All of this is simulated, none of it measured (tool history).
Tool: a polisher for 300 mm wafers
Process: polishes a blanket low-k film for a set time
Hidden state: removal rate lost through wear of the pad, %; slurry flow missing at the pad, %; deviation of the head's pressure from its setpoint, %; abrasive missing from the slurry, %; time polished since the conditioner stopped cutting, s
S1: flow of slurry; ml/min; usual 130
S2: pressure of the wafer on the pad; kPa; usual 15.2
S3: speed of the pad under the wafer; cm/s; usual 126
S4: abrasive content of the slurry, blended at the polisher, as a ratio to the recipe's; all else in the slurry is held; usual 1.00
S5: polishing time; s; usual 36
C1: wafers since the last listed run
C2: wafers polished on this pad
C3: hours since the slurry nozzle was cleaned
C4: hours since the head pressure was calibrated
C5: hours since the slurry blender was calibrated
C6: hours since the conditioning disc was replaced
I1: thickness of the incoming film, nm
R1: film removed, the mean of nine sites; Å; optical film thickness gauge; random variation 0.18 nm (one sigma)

run	day	S1	S2	S3	S4	S5	C1	C2	C3	C4	C5	C6	I1	R1
1	0.000	130	15.2	126	1.00	36	0	3622	577.1	187.6	359.5	273.3	630.9	238
2	1.046	130	15.2	126	1.00	36	354	3976	602.2	212.7	384.6	298.4	632.7	239
# day 2.083: slurry nozzle cleaned
3	3.108	130	15.2	126	1.00	36	684	4661	24.6	262.2	434.1	347.9	631.3	239
# day 4.196: worn pad replaced by a new one
# day 4.262: slurry blender recalibrated
# day 4.529: conditioning disc replaced and pad reconditioned
4	5.808	130	15.2	126	1.00	36	807	495	89.4	327.0	37.1	30.7	631.0	246
# day 7.204: head pressure recalibrated, repeated, since the last time left the tool worse
5	7.792	130	15.2	126	1.00	36	643	1138	137.0	14.1	84.7	78.3	639.3	213
6	10.108	130	15.2	126	1.00	36	784	1923	192.6	69.7	140.3	133.9	623.3	212
7	12.746	155	10.3	126	1.00	36	893	2816	255.9	133.0	203.6	197.2	627.7	153
8	15.204	130	15.2	126	1.00	36	832	3648	314.9	192.0	262.6	256.2	631.9	213
9	17.529	130	15.2	166	0.75	36	787	4435	370.7	247.8	318.4	312.0	633.9	208
10	19.229	130	15.2	166	0.75	36	575	5011	411.5	288.6	359.2	352.8	629.6	213
# day 19.967: slurry blender recalibrated
11	21.950	90	15.2	126	0.90	36	893	5904	476.8	353.9	47.6	418.1	627.6	191
# day 22.458: conditioning disc replaced and pad reconditioned
# day 23.146: head pressure recalibrated
12	23.167	130	15.2	126	1.00	23	355	6259	506.0	0.5	76.8	17.0	632.4	136
# day 23.792: worn pad replaced by a new one
13	24.275	150	15.2	126	0.75	36	318	163	532.6	27.1	103.4	43.6	626.9	184
# day 28.338: slurry nozzle cleaned
14	32.412	150	15.2	152	1.00	36	2741	2904	97.8	222.4	298.7	238.9	629.6	245
# day 34.821: slurry blender recalibrated
15	34.846	130	15.2	126	1.00	36	795	3700	156.2	280.8	0.6	297.3	630.3	219
# day 38.871: head pressure recalibrated
# day 39.792: worn pad replaced by a new one
# day 41.175: conditioning disc replaced and pad reconditioned
16	42.275	130	15.2	106	1.30	36	2402	812	334.5	81.7	178.9	26.4	637.5	229
17	43.758	130	15.2	126	1.00	41	502	1314	370.1	117.3	214.5	62.0	624.2	246
18	45.508	150	15.2	126	1.15	32	592	1906	412.1	159.3	256.5	104.0	626.2	213
19	47.446	130	15.2	126	1.00	36	656	2562	458.6	205.8	303.0	150.5	633.5	215
20	48.496	165	15.2	126	1.00	36	355	2918	483.8	231.0	328.2	175.7	640.5	224
21	51.029	130	15.2	126	1.00	36	857	3776	544.6	291.8	389.0	236.5	630.0	221
# day 51.692: slurry nozzle cleaned
22	53.654	130	15.2	126	1.00	36	874	4650	47.1	354.8	452.0	299.5	626.1	221
# day 54.258: slurry blender recalibrated
# day 55.508: head pressure recalibrated
23	55.688	130	15.2	94	1.00	36	632	5282	95.9	4.3	34.3	348.3	625.3	186
24	57.521	130	11.7	150	1.00	23	620	5903	139.9	48.3	78.3	392.3	633.5	117
# day 59.225: worn pad replaced by a new one
25	60.054	130	15.2	126	1.00	36	801	280	200.7	109.1	139.1	453.1	630.5	216

Forecast each of these 4 alternatives for the next run:
A	60.071	130	13.1	126	1.00	36	5	286	201.1	109.5	139.5	453.5	629.0	?
B	60.071	170	17.2	126	1.00	36	5	286	201.1	109.5	139.5	453.5	629.0	?
C	60.071	130	15.2	126	1.30	43	5	286	201.1	109.5	139.5	453.5	629.0	?
D	60.071	130	15.2	142	1.00	28	5	286	201.1	109.5	139.5	453.5	629.0	?

run	R1
A	189
B	255
C	293
D	178
Without the tool's hidden state the same runs would have given:
run	R1
A	187
B	252
C	290
D	177
